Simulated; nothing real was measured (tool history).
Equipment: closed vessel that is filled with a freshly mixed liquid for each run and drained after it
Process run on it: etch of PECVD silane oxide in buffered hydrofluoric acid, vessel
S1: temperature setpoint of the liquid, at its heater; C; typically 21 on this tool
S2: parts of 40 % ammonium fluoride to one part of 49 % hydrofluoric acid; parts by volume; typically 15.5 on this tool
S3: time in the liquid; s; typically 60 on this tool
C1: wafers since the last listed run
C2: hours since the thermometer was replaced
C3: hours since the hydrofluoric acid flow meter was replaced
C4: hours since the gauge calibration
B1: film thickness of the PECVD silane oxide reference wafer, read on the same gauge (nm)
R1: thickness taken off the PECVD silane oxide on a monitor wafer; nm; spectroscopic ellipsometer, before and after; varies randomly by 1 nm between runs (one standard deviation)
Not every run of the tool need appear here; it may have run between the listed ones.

run,day,S1,S2,S3,C1,C2,C3,C4,B1,R1
1,0,21,15.5,60,0,1819.9,542.7,509.1,69.99,102.47
2,3.121,21,15.5,60,6038,1894.8,617.6,584,69.96,101.57
3,7.096,21,15.5,60,7691,1990.2,713,679.4,70,100.32
4,9.312,21,15.5,60,4288,2043.4,766.2,732.6,70,102.43
5,13.092,21,15.5,60,7312,2134.1,856.9,823.3,70,101.36
6,16.3,21,15.5,60,6207,2211.1,933.9,900.3,70,100.63
7,18.692,21,15.5,60,4627,2268.5,991.3,957.7,70.03,98.74
8,20.221,21,15.5,60,2958,2305.2,1028,994.4,69.97,97.94
# day 22.158: thermometer replaced
9,24.492,21,15.5,60,8182,56,1130.5,1096.9,69.97,100.01
10,27.058,21,15.5,60,4966,117.6,1192.1,1158.5,70.02,97.17
11,31.225,21,12.5,55,8061,217.6,1292.1,1258.5,70,109.54
12,32.729,21,12.5,55,2910,253.7,1328.2,1294.6,69.98,108.34
13,35.821,21,15.5,60,5981,327.9,1402.4,1368.8,70.01,96.21
14,38.225,18.5,20.5,30,4651,385.6,1460.1,1426.5,69.99,32.56
15,40.325,21,15.5,60,4063,436,1510.5,1476.9,69.99,94.44
# day 43.462: hydrofluoric acid flow meter replaced
16,49.604,21,15.5,60,17873,658.7,147.4,1699.6,69.99,107.92
17,52.925,23.5,19.5,35,6425,738.4,227.1,1779.3,70.02,57.77
18,55.112,21,15.5,60,4232,790.9,279.6,1831.8,69.99,104.22
19,58.388,19.5,15.5,35,6336,869.5,358.2,1910.4,70.04,56.41
20,61.812,23,18,40,6626,951.7,440.4,1992.6,69.97,68.36
21,64.338,19,13.5,45,4885,1012.3,501,2053.2,69.96,79.62
# day 64.917: gauge calibrated
22,68.071,24,10.5,40,7223,1101.9,590.6,75.7,70,119.93
23,71.971,19,18.5,60,7545,1195.5,684.2,169.3,70,77.12
24,76.429,21,15.5,60,8626,1302.5,791.2,276.3,70,102.23
25,79.867,21,15.5,60,6651,1385,873.7,358.8,69.98,100.55
26,81.504,23.5,19.5,35,3168,1424.3,913,398.1,69.98,54.82
27,85.504,21,15.5,60,7739,1520.3,1009,494.1,70.04,101.1
28,88.512,21,15.5,60,5820,1592.5,1081.2,566.3,69.97,99.25
29,92.575,25.5,15.5,50,7860,1690,1178.7,663.8,70.01,107.01
30,96.483,23,19,35,7562,1783.8,1272.5,757.6,70.02,53.29
# day 98.946: hydrofluoric acid flow meter replaced
31,99.271,24.5,11,60,5312,1850.7,7.8,824.5,70,182.45
32,102.971,21,20,45,7159,1939.5,96.6,913.3,69.99,61.55
33,106.288,25,17,70,6417,2019.1,176.2,992.9,69.99,139.84

Measured minus without-hidden-state, run by run (identical run-to-run variation in each term; gauge scatter may differ):
Hidden state at play: liquid hotter than its thermometer reads (K); hydrofluoric acid flow below the setpoint (%); gauge reads high (%).
run,R1
1,-5.93
2,-6.49
3,-7.18
4,-7.78
5,-8.45
6,-9.04
7,-9.35
8,-9.58
9,-10.66
10,-10.88
11,-13.16
12,-13.37
13,-12.58
14,-3.05
15,-13.28
16,-1.53
17,-1.16
18,-2.49
19,-1.68
20,-2.47
21,-3.23
22,-5.64
23,-4.25
24,-6.48
25,-7.04
26,-3.21
27,-8.19
28,-8.64
29,-10.18
30,-4.67
31,-3.93
32,-1.22
33,-4.81

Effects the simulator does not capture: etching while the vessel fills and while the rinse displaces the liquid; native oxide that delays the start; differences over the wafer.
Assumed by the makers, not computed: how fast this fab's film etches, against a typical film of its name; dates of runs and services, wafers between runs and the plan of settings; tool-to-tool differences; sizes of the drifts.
